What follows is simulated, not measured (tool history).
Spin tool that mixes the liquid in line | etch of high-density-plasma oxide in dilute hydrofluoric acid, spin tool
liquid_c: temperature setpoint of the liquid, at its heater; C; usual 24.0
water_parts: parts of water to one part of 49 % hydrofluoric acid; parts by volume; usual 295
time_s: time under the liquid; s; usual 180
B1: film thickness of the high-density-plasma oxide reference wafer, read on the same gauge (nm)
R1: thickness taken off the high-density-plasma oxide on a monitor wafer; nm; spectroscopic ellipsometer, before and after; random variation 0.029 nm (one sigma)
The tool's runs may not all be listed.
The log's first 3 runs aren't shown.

{"run": 4, "hour": 441.1, "liquid_c": 21.5, "water_parts": 295, "time_s": 180, "B1": 30.057, "R1": 2.44}
{"run": 5, "hour": 538.7, "liquid_c": 21.5, "water_parts": 295, "time_s": 180, "B1": 29.995, "R1": 2.485}
{"hour": 724.4, "done": "hydrofluoric acid flow meter replaced"}
{"hour": 820.2, "done": "gauge calibrated"}
{"run": 6, "hour": 851.0, "liquid_c": 21.5, "water_parts": 295, "time_s": 180, "B1": 29.999, "R1": 2.635}
{"run": 7, "hour": 895.1, "liquid_c": 25.5, "water_parts": 295, "time_s": 180, "B1": 29.982, "R1": 3.01}
{"run": 8, "hour": 945.2, "liquid_c": 22.0, "water_parts": 185, "time_s": 180, "B1": 30.024, "R1": 4.735}
{"run": 9, "hour": 1024.4, "liquid_c": 24.0, "water_parts": 295, "time_s": 180, "B1": 29.978, "R1": 2.853}
{"run": 10, "hour": 1109.2, "liquid_c": 24.0, "water_parts": 295, "time_s": 100, "B1": 30.01, "R1": 1.578}
{"run": 11, "hour": 1162.6, "liquid_c": 24.0, "water_parts": 295, "time_s": 240, "B1": 30.008, "R1": 3.783}
{"run": 12, "hour": 1205.9, "liquid_c": 24.0, "water_parts": 295, "time_s": 240, "B1": 29.996, "R1": 3.853}
{"run": 13, "hour": 1271.1, "liquid_c": 24.0, "water_parts": 295, "time_s": 240, "B1": 29.999, "R1": 3.746}
{"run": 14, "hour": 1351.1, "liquid_c": 19.5, "water_parts": 295, "time_s": 285, "B1": 30.012, "R1": 3.781}
{"run": 15, "hour": 1393.6, "liquid_c": 27.0, "water_parts": 335, "time_s": 180, "B1": 29.967, "R1": 2.656}
{"run": 16, "hour": 1431.7, "liquid_c": 24.0, "water_parts": 295, "time_s": 180, "B1": 30.014, "R1": 2.795}
{"hour": 1519.6, "done": "thermometer replaced"}
{"run": 17, "hour": 1534.9, "liquid_c": 24.0, "water_parts": 295, "time_s": 180, "B1": 30.002, "R1": 2.836}
{"run": 18, "hour": 1590.6, "liquid_c": 24.0, "water_parts": 295, "time_s": 180, "B1": 30.007, "R1": 2.776}
{"run": 19, "hour": 1637.2, "liquid_c": 24.0, "water_parts": 295, "time_s": 125, "B1": 30.001, "R1": 1.962}
{"run": 20, "hour": 1835.1, "liquid_c": 28.0, "water_parts": 435, "time_s": 140, "B1": 29.973, "R1": 1.446}
{"run": 21, "hour": 1893.1, "liquid_c": 24.0, "water_parts": 240, "time_s": 180, "B1": 29.977, "R1": 3.636}
{"run": 22, "hour": 1983.0, "liquid_c": 20.0, "water_parts": 150, "time_s": 110, "B1": 30.027, "R1": 3.352}
{"run": 23, "hour": 2050.5, "liquid_c": 21.5, "water_parts": 420, "time_s": 230, "B1": 30.015, "R1": 2.031}
{"run": 24, "hour": 2090.5, "liquid_c": 21.5, "water_parts": 350, "time_s": 285, "B1": 29.98, "R1": 3.192}
{"run": 25, "hour": 2157.9, "liquid_c": 21.5, "water_parts": 415, "time_s": 280, "B1": 29.982, "R1": 2.522}
{"run": 26, "hour": 2195.7, "liquid_c": 21.5, "water_parts": 370, "time_s": 180, "B1": 30.002, "R1": 1.871}
{"run": 27, "hour": 2265.0, "liquid_c": 24.0, "water_parts": 295, "time_s": 120, "B1": 29.979, "R1": 1.873}

The next listed run, before its measurement:
{"run": 28, "hour": 2310.5, "liquid_c": 24.0, "water_parts": 295, "time_s": 180, "B1": "?", "R1": "?"}

{"run 28": {"B1": 30.013, "R1": 2.806}}
Without the tool's hidden state the same run would have given R1 2.940 nm.
